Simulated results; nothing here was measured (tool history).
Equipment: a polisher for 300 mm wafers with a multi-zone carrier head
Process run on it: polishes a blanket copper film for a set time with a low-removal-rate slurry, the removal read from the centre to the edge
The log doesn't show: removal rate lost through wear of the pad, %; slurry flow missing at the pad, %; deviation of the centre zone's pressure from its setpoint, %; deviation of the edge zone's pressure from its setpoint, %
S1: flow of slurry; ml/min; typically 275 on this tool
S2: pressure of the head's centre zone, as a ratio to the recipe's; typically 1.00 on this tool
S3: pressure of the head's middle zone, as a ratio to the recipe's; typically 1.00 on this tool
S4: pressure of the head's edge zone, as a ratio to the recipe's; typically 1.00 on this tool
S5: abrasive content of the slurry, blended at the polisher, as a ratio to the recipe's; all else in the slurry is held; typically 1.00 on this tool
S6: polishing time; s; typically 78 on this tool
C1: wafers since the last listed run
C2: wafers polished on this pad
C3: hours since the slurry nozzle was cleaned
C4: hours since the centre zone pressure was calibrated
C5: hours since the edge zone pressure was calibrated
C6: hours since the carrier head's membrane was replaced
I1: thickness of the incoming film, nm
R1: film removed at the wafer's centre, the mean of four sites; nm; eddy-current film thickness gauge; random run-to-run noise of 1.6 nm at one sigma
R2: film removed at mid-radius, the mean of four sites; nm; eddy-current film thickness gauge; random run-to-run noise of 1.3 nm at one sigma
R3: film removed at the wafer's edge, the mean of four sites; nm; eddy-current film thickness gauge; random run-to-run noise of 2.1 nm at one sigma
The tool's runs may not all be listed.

run 1 hour=0.0 | S1=225 S2=1.00 S3=0.94 S4=1.12 S5=1.00 S6=78 | C1=0 C2=85 C3=388.7 C4=381.3 C5=135.2 C6=1978.0 | I1=918.0 | R1=175.7 R2=167.8 R3=187.9
-- hour=11.4 centre zone pressure recalibrated
-- hour=11.4 carrier head's membrane replaced by a new one
-- hour=23.2 slurry nozzle cleaned
run 2 hour=50.5 | S1=275 S2=1.00 S3=1.00 S4=1.00 S5=1.00 S6=78 | C1=384 C2=470 C3=27.3 C4=39.1 C5=185.7 C6=39.1 | I1=904.9 | R1=180.9 R2=181.5 R3=177.4
run 3 hour=85.0 | S1=275 S2=0.94 S3=1.00 S4=0.96 S5=1.00 S6=87 | C1=279 C2=749 C3=61.8 C4=73.6 C5=220.2 C6=73.6 | I1=916.4 | R1=187.2 R2=200.5 R3=190.5
run 4 hour=124.0 | S1=315 S2=1.00 S3=1.00 S4=1.00 S5=0.90 S6=78 | C1=316 C2=1065 C3=100.8 C4=112.6 C5=259.2 C6=112.6 | I1=904.4 | R1=175.7 R2=176.4 R3=176.1
run 5 hour=168.6 | S1=240 S2=1.00 S3=1.00 S4=0.88 S5=1.00 S6=78 | C1=361 C2=1427 C3=145.4 C4=157.2 C5=303.8 C6=157.2 | I1=912.8 | R1=176.0 R2=178.7 R3=163.3
run 6 hour=201.5 | S1=230 S2=0.96 S3=1.00 S4=0.89 S5=0.90 S6=78 | C1=266 C2=1693 C3=178.3 C4=190.1 C5=336.7 C6=190.1 | I1=904.4 | R1=165.3 R2=172.6 R3=159.3
run 7 hour=247.2 | S1=275 S2=1.00 S3=1.00 S4=1.00 S5=1.00 S6=56 | C1=370 C2=2064 C3=224.0 C4=235.8 C5=382.4 C6=235.8 | I1=911.9 | R1=127.4 R2=128.2 R3=125.8
-- hour=292.1 edge zone pressure recalibrated
run 8 hour=299.8 | S1=275 S2=1.00 S3=1.00 S4=1.00 S5=1.00 S6=78 | C1=410 C2=2474 C3=276.6 C4=288.4 C5=7.7 C6=288.4 | I1=925.0 | R1=178.0 R2=176.3 R3=176.1
-- hour=317.1 worn pad replaced by a new one
run 9 hour=328.8 | S1=275 S2=1.00 S3=1.00 S4=1.00 S5=1.00 S6=78 | C1=202 C2=95 C3=305.6 C4=317.4 C5=36.7 C6=317.4 | I1=914.8 | R1=176.3 R2=175.2 R3=177.1
run 10 hour=369.5 | S1=330 S2=1.00 S3=1.00 S4=1.00 S5=1.00 S6=78 | C1=329 C2=424 C3=346.3 C4=358.1 C5=77.4 C6=358.1 | I1=901.6 | R1=177.4 R2=180.6 R3=174.4
-- hour=416.1 slurry nozzle cleaned
run 11 hour=433.1 | S1=225 S2=1.00 S3=0.94 S4=1.12 S5=1.00 S6=78 | C1=507 C2=932 C3=17.0 C4=421.7 C5=141.0 C6=421.7 | I1=892.4 | R1=173.8 R2=168.7 R3=182.1
-- hour=448.6 centre zone pressure recalibrated
run 12 hour=474.2 | S1=240 S2=1.00 S3=1.00 S4=1.00 S5=0.90 S6=78 | C1=316 C2=1249 C3=58.1 C4=25.6 C5=182.1 C6=462.8 | I1=894.3 | R1=172.0 R2=172.0 R3=169.8
run 13 hour=542.7 | S1=275 S2=0.93 S3=1.00 S4=1.10 S5=0.90 S6=92 | C1=555 C2=1804 C3=126.6 C4=94.1 C5=250.6 C6=531.3 | I1=908.0 | R1=191.1 R2=205.8 R3=213.5
run 14 hour=611.2 | S1=245 S2=1.00 S3=1.00 S4=0.89 S5=1.00 S6=96 | C1=555 C2=2359 C3=195.1 C4=162.6 C5=319.1 C6=599.8 | I1=900.8 | R1=216.3 R2=218.7 R3=204.5
run 15 hour=641.3 | S1=275 S2=1.00 S3=1.00 S4=1.00 S5=1.30 S6=78 | C1=243 C2=2603 C3=225.2 C4=192.7 C5=349.2 C6=629.9 | I1=910.4 | R1=190.2 R2=191.1 R3=185.0
run 16 hour=704.1 | S1=335 S2=0.95 S3=0.96 S4=1.00 S5=0.75 S6=78 | C1=509 C2=3112 C3=288.0 C4=255.5 C5=412.0 C6=692.7 | I1=923.1 | R1=157.6 R2=164.0 R3=167.5
-- hour=728.4 worn pad replaced by a new one
run 17 hour=742.9 | S1=330 S2=1.00 S3=1.00 S4=1.12 S5=1.15 S6=52 | C1=282 C2=117 C3=326.8 C4=294.3 C5=450.8 C6=731.5 | I1=907.5 | R1=123.9 R2=124.4 R3=129.7
run 18 hour=778.4 | S1=275 S2=1.00 S3=1.00 S4=1.00 S5=1.00 S6=78 | C1=287 C2=405 C3=362.3 C4=329.8 C5=486.3 C6=767.0 | I1=914.2 | R1=177.7 R2=178.5 R3=176.3
-- hour=784.3 edge zone pressure recalibrated
-- hour=821.1 centre zone pressure recalibrated
run 19 hour=832.2 | S1=275 S2=1.00 S3=0.91 S4=1.00 S5=1.20 S6=95 | C1=403 C2=808 C3=416.1 C4=11.1 C5=47.9 C6=820.8 | I1=910.9 | R1=222.1 R2=206.7 R3=220.6
-- hour=847.3 slurry nozzle cleaned
run 20 hour=891.8 | S1=315 S2=1.07 S3=0.96 S4=1.00 S5=1.00 S6=89 | C1=474 C2=1283 C3=44.5 C4=70.7 C5=107.5 C6=880.4 | I1=907.3 | R1=220.0 R2=200.1 R3=200.8

Forecast each of these 5 alternatives for the next run:
run A hour=892.2 | S1=240 S2=1.00 S3=1.00 S4=1.00 S5=1.00 S6=78 | C1=3 C2=1287 C3=44.9 C4=71.1 C5=107.9 C6=880.8 | I1=921.5 | R1=? R2=? R3=?
run B hour=892.2 | S1=275 S2=1.00 S3=1.11 S4=1.00 S5=1.00 S6=78 | C1=3 C2=1287 C3=44.9 C4=71.1 C5=107.9 C6=880.8 | I1=921.5 | R1=? R2=? R3=?
run C hour=892.2 | S1=325 S2=1.00 S3=1.07 S4=1.00 S5=1.00 S6=78 | C1=3 C2=1287 C3=44.9 C4=71.1 C5=107.9 C6=880.8 | I1=921.5 | R1=? R2=? R3=?
run D hour=892.2 | S1=325 S2=0.91 S3=1.00 S4=1.00 S5=1.00 S6=78 | C1=3 C2=1287 C3=44.9 C4=71.1 C5=107.9 C6=880.8 | I1=921.5 | R1=? R2=? R3=?
run E hour=892.2 | S1=320 S2=1.00 S3=1.00 S4=1.09 S5=1.15 S6=78 | C1=3 C2=1287 C3=44.9 C4=71.1 C5=107.9 C6=880.8 | I1=921.5 | R1=? R2=? R3=?

run=A R1=175.4 R2=175.5 R3=179.0
run=B R1=177.3 R2=193.5 R3=180.0
run=C R1=179.3 R2=189.6 R3=181.5
run=D R1=163.0 R2=179.1 R3=181.7
run=E R1=184.5 R2=184.3 R3=195.2
Take away the tool's hidden state, keep each run's random variation, and the runs would have read:
run=A R1=175.4 R2=175.5 R3=179.0
run=B R1=177.3 R2=193.5 R3=180.0
run=C R1=179.3 R2=189.6 R3=181.5
run=D R1=163.0 R2=179.1 R3=181.7
run=E R1=184.5 R2=184.3 R3=195.2
